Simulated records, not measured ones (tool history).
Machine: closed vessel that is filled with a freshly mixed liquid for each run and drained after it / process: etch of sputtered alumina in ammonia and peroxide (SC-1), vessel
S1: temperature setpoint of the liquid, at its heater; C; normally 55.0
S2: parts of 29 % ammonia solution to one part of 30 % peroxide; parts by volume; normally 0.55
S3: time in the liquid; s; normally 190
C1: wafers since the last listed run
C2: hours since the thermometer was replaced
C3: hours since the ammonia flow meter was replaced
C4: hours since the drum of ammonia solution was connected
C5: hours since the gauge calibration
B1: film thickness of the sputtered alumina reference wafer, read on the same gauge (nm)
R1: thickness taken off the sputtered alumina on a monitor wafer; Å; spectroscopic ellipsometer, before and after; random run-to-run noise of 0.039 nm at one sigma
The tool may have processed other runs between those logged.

run	hour	S1	S2	S3	C1	C2	C3	C4	C5	B1	R1
1	0.0	55.0	0.55	190	0	2282.0	2107.2	847.3	93.6	29.98	123.8
2	13.7	55.0	0.55	190	1598	2295.7	2120.9	861.0	107.3	30.06	123.5
3	20.3	55.0	0.55	190	769	2302.3	2127.5	867.6	113.9	30.04	123.2
4	30.9	55.0	0.55	190	1236	2312.9	2138.1	878.2	124.5	30.01	123.6
5	41.7	55.0	0.55	190	1259	2323.7	2148.9	889.0	135.3	29.99	123.6
6	57.4	48.0	0.55	155	1831	2339.4	2164.6	904.7	151.0	29.96	68.7
7	73.3	55.0	0.70	260	1854	2355.3	2180.5	920.6	166.9	29.97	173.4
8	88.5	55.0	0.70	260	1773	2370.5	2195.7	935.8	182.1	29.99	173.8
9	106.1	55.0	0.55	190	2053	2388.1	2213.3	953.4	199.7	29.96	123.4
10	124.0	55.0	0.55	190	2088	2406.0	2231.2	971.3	217.6	29.99	124.3
11	138.7	55.0	0.55	190	1714	2420.7	2245.9	986.0	232.3	30.04	123.6
# hour 147.6: gauge calibrated
12	151.4	55.0	0.55	190	1481	2433.4	2258.6	998.7	3.8	30.01	124.7
13	164.3	55.0	0.45	190	1504	2446.3	2271.5	1011.6	16.7	30.01	121.9
14	179.8	58.0	0.75	100	1808	2461.8	2287.0	1027.1	32.2	29.98	78.8
15	188.9	55.0	0.55	190	1061	2470.9	2296.1	1036.2	41.3	29.97	124.0
16	202.6	55.0	0.40	190	1598	2484.6	2309.8	1049.9	55.0	30.03	120.2
# hour 205.5: ammonia flow meter replaced
17	218.7	59.5	0.85	190	1761	2500.7	13.2	1066.0	71.1	30.00	163.6
# hour 226.2: thermometer replaced
18	235.4	61.0	0.45	75	1831	9.2	29.9	1082.7	87.8	30.02	70.3
19	243.2	52.0	0.65	220	909	17.0	37.7	1090.5	95.6	29.98	135.2
# hour 256.0: new drum of ammonia solution connected
20	261.7	59.5	0.35	190	2041	35.5	56.2	5.7	114.1	30.00	161.3
# hour 297.5: thermometer replaced, repeated, since the last time left the tool worse
21	312.9	55.0	0.55	190	5855	15.4	107.4	56.9	165.3	29.99	113.9
22	325.9	55.0	0.55	190	1516	28.4	120.4	69.9	178.3	30.00	114.3
23	340.7	59.5	0.30	135	1726	43.2	135.2	84.7	193.1	29.98	96.9
24	350.3	55.0	0.55	190	1119	52.8	144.8	94.3	202.7	29.99	113.9
25	359.5	60.5	0.75	190	1073	62.0	154.0	103.5	211.9	29.96	157.1

Estimate the outcome of run 26 from the log above:
26	370.3	64.5	0.30	190	1259	72.8	164.8	114.3	222.7	?	?

Logged for run 26: B1 29.95, R1 175.9 Å.
With the hidden condition absent and the run-to-run variation left alone, this run would have shown R1 174.4 Å.
